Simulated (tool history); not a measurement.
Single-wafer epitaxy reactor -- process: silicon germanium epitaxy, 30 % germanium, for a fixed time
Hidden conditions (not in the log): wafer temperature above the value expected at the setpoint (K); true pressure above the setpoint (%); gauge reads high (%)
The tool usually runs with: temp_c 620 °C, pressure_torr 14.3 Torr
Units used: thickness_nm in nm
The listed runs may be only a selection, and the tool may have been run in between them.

run,hour,temp_c,pressure_torr,wafers since the last listed run,hours since the last pyrometer calibration,hours since the last manometer calibration,hours since the showerhead was replaced,hours since the gauge calibration,"read-back reference wafer on the same gauge, thickness_nm",thickness_nm
1,0.0,620,14.3,0,2149.9,2746.0,7340.3,217.3,68.002,68.421
2,10.0,620,14.3,235,2159.9,2756.0,7350.3,227.3,68.003,68.343
3,27.3,620,14.3,408,2177.2,2773.3,7367.6,244.6,67.973,68.264
4,42.2,620,11.8,351,2192.1,2788.2,7382.5,259.5,67.982,62.239
5,51.5,620,14.3,219,2201.4,2797.5,7391.8,268.8,67.997,68.149
6,68.0,620,14.3,389,2217.9,2814.0,7408.3,285.3,67.995,67.849
7,121.8,620,14.3,1269,2271.7,2867.8,7462.1,339.1,68.017,67.930
# hour 138.3: pyrometer calibrated
8,138.8,620,15.6,212,0.5,2884.8,7479.1,356.1,68.002,73.283
9,145.1,620,15.5,148,6.8,2891.1,7485.4,362.4,67.982,73.048
# hour 157.1: showerhead replaced
# hour 161.9: capacitance manometer re-zeroed and calibrated
10,162.4,620,15.5,105,24.1,0.5,5.3,379.7,67.982,75.724
11,165.5,620,15.5,73,27.2,3.6,8.4,382.8,68.016,75.797
12,178.8,608,12.2,313,40.5,16.9,21.7,396.1,67.996,53.542
# hour 178.9: gauge calibrated
13,184.8,608,12.2,141,46.5,22.9,27.7,5.9,68.001,53.498
14,194.4,608,12.2,226,56.1,32.5,37.3,15.5,68.007,53.565
15,204.7,620,14.3,243,66.4,42.8,47.6,25.8,68.021,72.911

Run 16 has not been measured yet. What should we expect?
16,218.9,620,14.3,335,80.6,57.0,61.8,40.0,?,?

Run 16 yielded read-back reference wafer on the same gauge, thickness_nm 67.992, thickness_nm 72.922 nm.
Take away the tool's hidden state, keep the run-to-run variation as it was, and the same run would have given thickness_nm 72.950 nm.

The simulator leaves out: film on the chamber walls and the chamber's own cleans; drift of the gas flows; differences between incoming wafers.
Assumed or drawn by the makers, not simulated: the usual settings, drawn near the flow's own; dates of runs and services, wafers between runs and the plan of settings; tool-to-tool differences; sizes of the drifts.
